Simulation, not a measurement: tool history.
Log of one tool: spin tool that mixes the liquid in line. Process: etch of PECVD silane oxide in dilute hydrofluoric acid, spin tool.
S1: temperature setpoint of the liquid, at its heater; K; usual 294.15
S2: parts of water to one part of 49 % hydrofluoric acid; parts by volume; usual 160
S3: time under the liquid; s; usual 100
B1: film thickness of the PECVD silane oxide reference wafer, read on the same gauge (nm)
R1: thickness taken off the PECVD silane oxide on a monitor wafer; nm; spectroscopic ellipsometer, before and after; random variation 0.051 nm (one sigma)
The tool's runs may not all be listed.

{"run": 1, "hour": 0.0, "S1": 294.15, "S2": 160, "S3": 100, "B1": 100.0, "R1": 8.2}
{"run": 2, "hour": 12.1, "S1": 294.15, "S2": 160, "S3": 100, "B1": 100.0, "R1": 8.28}
{"run": 3, "hour": 47.3, "S1": 294.15, "S2": 160, "S3": 100, "B1": 100.01, "R1": 8.13}
{"run": 4, "hour": 73.3, "S1": 294.15, "S2": 160, "S3": 100, "B1": 99.99, "R1": 8.11}
{"run": 5, "hour": 87.1, "S1": 294.15, "S2": 160, "S3": 100, "B1": 100.0, "R1": 8.18}
{"run": 6, "hour": 118.2, "S1": 294.15, "S2": 160, "S3": 100, "B1": 100.0, "R1": 8.23}
{"run": 7, "hour": 138.2, "S1": 294.15, "S2": 160, "S3": 100, "B1": 100.01, "R1": 8.14}
{"run": 8, "hour": 173.4, "S1": 294.15, "S2": 160, "S3": 100, "B1": 99.99, "R1": 8.15}
{"run": 9, "hour": 199.3, "S1": 294.15, "S2": 160, "S3": 100, "B1": 100.0, "R1": 8.2}
{"run": 10, "hour": 233.3, "S1": 294.15, "S2": 160, "S3": 100, "B1": 100.0, "R1": 8.16}
{"run": 11, "hour": 254.7, "S1": 292.65, "S2": 120, "S3": 100, "B1": 99.99, "R1": 10.61}
{"run": 12, "hour": 280.3, "S1": 294.15, "S2": 185, "S3": 100, "B1": 100.01, "R1": 6.91}
{"run": 13, "hour": 306.7, "S1": 294.15, "S2": 160, "S3": 100, "B1": 100.0, "R1": 8.22}
{"hour": 340.0, "done": "thermometer replaced"}
{"run": 14, "hour": 340.5, "S1": 294.15, "S2": 160, "S3": 100, "B1": 99.99, "R1": 8.12}
{"run": 15, "hour": 363.1, "S1": 294.15, "S2": 80, "S3": 70, "B1": 100.0, "R1": 12.47}
{"run": 16, "hour": 390.2, "S1": 294.15, "S2": 160, "S3": 100, "B1": 100.01, "R1": 8.19}
{"run": 17, "hour": 421.4, "S1": 291.15, "S2": 200, "S3": 55, "B1": 100.01, "R1": 3.06}
{"run": 18, "hour": 446.5, "S1": 294.15, "S2": 185, "S3": 80, "B1": 100.0, "R1": 5.5}
{"hour": 463.3, "done": "hydrofluoric acid flow meter replaced"}
{"run": 19, "hour": 481.8, "S1": 291.65, "S2": 190, "S3": 100, "B1": 99.99, "R1": 6.04}
{"hour": 496.1, "done": "gauge calibrated"}
{"run": 20, "hour": 505.3, "S1": 290.15, "S2": 200, "S3": 150, "B1": 100.0, "R1": 8.04}
{"run": 21, "hour": 526.3, "S1": 294.15, "S2": 160, "S3": 100, "B1": 100.02, "R1": 8.17}
{"run": 22, "hour": 542.4, "S1": 294.15, "S2": 160, "S3": 100, "B1": 99.99, "R1": 8.15}
{"run": 23, "hour": 567.3, "S1": 294.15, "S2": 160, "S3": 100, "B1": 100.01, "R1": 8.18}
{"run": 24, "hour": 580.1, "S1": 298.15, "S2": 90, "S3": 100, "B1": 100.01, "R1": 18.33}
{"run": 25, "hour": 615.6, "S1": 292.15, "S2": 240, "S3": 75, "B1": 99.98, "R1": 3.45}
{"run": 26, "hour": 635.0, "S1": 294.15, "S2": 210, "S3": 100, "B1": 99.99, "R1": 5.88}
{"run": 27, "hour": 670.1, "S1": 294.15, "S2": 160, "S3": 100, "B1": 99.99, "R1": 8.19}
{"run": 28, "hour": 702.9, "S1": 291.15, "S2": 135, "S3": 130, "B1": 100.0, "R1": 11.5}

The tool's hidden state at each run:
liquid hotter than its thermometer reads (K): 0 in every run
hydrofluoric acid flow below the setpoint (%): 0 in every run
gauge reads high (%): 0 in every run
